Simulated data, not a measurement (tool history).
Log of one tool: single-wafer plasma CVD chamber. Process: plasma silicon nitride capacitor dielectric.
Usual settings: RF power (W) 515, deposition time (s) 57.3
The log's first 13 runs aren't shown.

run	day	RF power (W)	deposition time (s)	wafers since the last listed run	hours since the last RF generator calibration	hours since the showerhead was replaced	hours since the gauge calibration	read-back reference wafer on the same gauge, thickness_nm	mean film thickness on the monitor wafer (Å)
14	31.288	515	54.8	882	1003.1	5131.8	617.4	91.242	881.4
15	32.725	515	57.3	425	1037.6	5166.3	651.9	91.293	918.45
16	35.567	465	52.4	841	1105.8	5234.5	720.1	91.408	829.22
# day 36.821: RF generator calibrated
17	38.483	465	52.4	764	39.9	5304.5	790.1	91.501	826.19
18	40.217	450	51.6	513	81.5	5346.1	831.7	91.507	809.43
19	42.383	515	57.3	641	133.5	5398.1	883.7	91.565	916.43
20	43.612	450	57.3	363	163	5427.6	913.2	91.457	906.03
21	46.412	440	66.1	829	230.2	5494.8	980.4	91.582	1034.08
22	53.158	580	57.3	1997	392.1	5656.7	1142.3	91.649	944.16
23	56.025	465	61	848	460.9	5725.5	1211.1	91.779	972.33
# day 58.058: showerhead replaced
24	58.15	430	48.5	530	511.9	2.2	1262.1	91.805	761.55
# day 59.421: gauge calibrated
25	61.033	515	57.3	853	581.1	71.4	38.7	90.883	914.4
26	63.004	515	66.1	583	628.4	118.7	86	90.884	1051.01
27	64.079	615	57.3	318	654.2	144.5	111.8	90.906	943.21
28	66.633	430	47.9	756	715.5	205.8	173.1	90.984	744.7

Forecast run 29:
29	68.992	515	48.7	698	772.1	262.4	229.7	?	?

Run 29 gave read-back reference wafer on the same gauge, thickness_nm 90.943, mean film thickness on the monitor wafer (Å) 781.42.
Without the tool's hidden state the same run would have given mean film thickness on the monitor wafer (Å) 778.75.
